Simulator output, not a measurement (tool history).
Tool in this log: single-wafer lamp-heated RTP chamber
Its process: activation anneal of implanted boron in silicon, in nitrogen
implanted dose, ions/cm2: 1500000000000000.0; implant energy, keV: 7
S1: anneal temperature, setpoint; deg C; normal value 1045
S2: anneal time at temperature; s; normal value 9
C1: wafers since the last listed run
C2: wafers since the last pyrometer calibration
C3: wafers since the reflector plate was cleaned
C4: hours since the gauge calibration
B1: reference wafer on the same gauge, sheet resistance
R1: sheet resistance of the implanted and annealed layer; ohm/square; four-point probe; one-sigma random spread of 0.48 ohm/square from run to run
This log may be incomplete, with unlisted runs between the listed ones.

{"run": 1, "day": 0.0, "S1": 1045, "S2": 9, "C1": 0, "C2": 3618, "C3": 3618, "C4": 139.7, "B1": 130.05, "R1": 118.93}
{"run": 2, "day": 0.504, "S1": 1045, "S2": 9, "C1": 117, "C2": 3735, "C3": 3735, "C4": 151.8, "B1": 130.11, "R1": 119.72}
{"run": 3, "day": 0.85, "S1": 1045, "S2": 9, "C1": 80, "C2": 3815, "C3": 3815, "C4": 160.1, "B1": 130.03, "R1": 118.23}
{"run": 4, "day": 1.2, "S1": 1045, "S2": 9, "C1": 81, "C2": 3896, "C3": 3896, "C4": 168.5, "B1": 130.11, "R1": 119.17}
{"run": 5, "day": 1.454, "S1": 1032, "S2": 11, "C1": 59, "C2": 3955, "C3": 3955, "C4": 174.6, "B1": 130.06, "R1": 123.22}
{"run": 6, "day": 2.042, "S1": 1045, "S2": 9, "C1": 136, "C2": 4092, "C3": 4092, "C4": 188.7, "B1": 130.05, "R1": 118.94}
{"run": 7, "day": 2.429, "S1": 1045, "S2": 9, "C1": 90, "C2": 4182, "C3": 4182, "C4": 198, "B1": 130.11, "R1": 118.46}
{"run": 8, "day": 3.092, "S1": 1045, "S2": 9, "C1": 153, "C2": 4336, "C3": 4336, "C4": 213.9, "B1": 129.99, "R1": 119.06}
{"run": 9, "day": 3.75, "S1": 1045, "S2": 9, "C1": 152, "C2": 4489, "C3": 4489, "C4": 229.7, "B1": 129.98, "R1": 119.01}
{"day": 4.008, "done": "gauge calibrated"}
{"run": 10, "day": 4.225, "S1": 1045, "S2": 9, "C1": 110, "C2": 4599, "C3": 4599, "C4": 5.2, "B1": 129.88, "R1": 118.92}
{"run": 11, "day": 4.492, "S1": 1045, "S2": 9, "C1": 61, "C2": 4661, "C3": 4661, "C4": 11.6, "B1": 130.06, "R1": 119.4}
{"run": 12, "day": 4.892, "S1": 1045, "S2": 9, "C1": 92, "C2": 4754, "C3": 4754, "C4": 21.2, "B1": 130, "R1": 119.26}
{"run": 13, "day": 5.308, "S1": 1045, "S2": 9, "C1": 96, "C2": 4851, "C3": 4851, "C4": 31.2, "B1": 129.97, "R1": 119.13}
{"day": 6.054, "done": "pyrometer window cleaned and pyrometer calibrated"}
{"run": 14, "day": 6.075, "S1": 1033, "S2": 4, "C1": 100, "C2": 5, "C3": 4951, "C4": 49.6, "B1": 130.16, "R1": 133.54}
{"run": 15, "day": 6.533, "S1": 1061, "S2": 11, "C1": 106, "C2": 111, "C3": 5058, "C4": 60.6, "B1": 129.98, "R1": 109.21}
{"run": 16, "day": 7.008, "S1": 1037, "S2": 11, "C1": 110, "C2": 221, "C3": 5168, "C4": 72, "B1": 130.03, "R1": 120.53}
{"run": 17, "day": 7.275, "S1": 1057, "S2": 14, "C1": 61, "C2": 283, "C3": 5230, "C4": 78.4, "B1": 129.96, "R1": 107.38}
{"run": 18, "day": 7.954, "S1": 1016, "S2": 7, "C1": 157, "C2": 441, "C3": 5388, "C4": 94.7, "B1": 130.1, "R1": 137.58}
{"run": 19, "day": 8.608, "S1": 1018, "S2": 9, "C1": 151, "C2": 593, "C3": 5540, "C4": 110.4, "B1": 130.14, "R1": 132.93}
{"day": 8.958, "done": "reflector plate cleaned"}
{"run": 20, "day": 8.979, "S1": 1045, "S2": 9, "C1": 8, "C2": 602, "C3": 4, "C4": 119.3, "B1": 130.01, "R1": 118.86}
{"run": 21, "day": 9.408, "S1": 1060, "S2": 12, "C1": 99, "C2": 701, "C3": 104, "C4": 129.6, "B1": 129.83, "R1": 108.61}
{"run": 22, "day": 10.008, "S1": 1045, "S2": 13, "C1": 139, "C2": 841, "C3": 243, "C4": 144, "B1": 130.11, "R1": 114.98}
{"run": 23, "day": 12.25, "S1": 1065, "S2": 9, "C1": 520, "C2": 1361, "C3": 764, "C4": 197.8, "B1": 129.99, "R1": 108.95}
{"run": 24, "day": 12.75, "S1": 1045, "S2": 9, "C1": 116, "C2": 1478, "C3": 880, "C4": 209.8, "B1": 129.94, "R1": 118.94}

State the hidden condition of the tool at each of the runs:
true wafer temperature minus pyrometer reading, K: 0, the same for each run
wafer temperature error from the tarnished reflector plate, K: 0, the same for each run
gauge reads high (%): 0, the same for each run
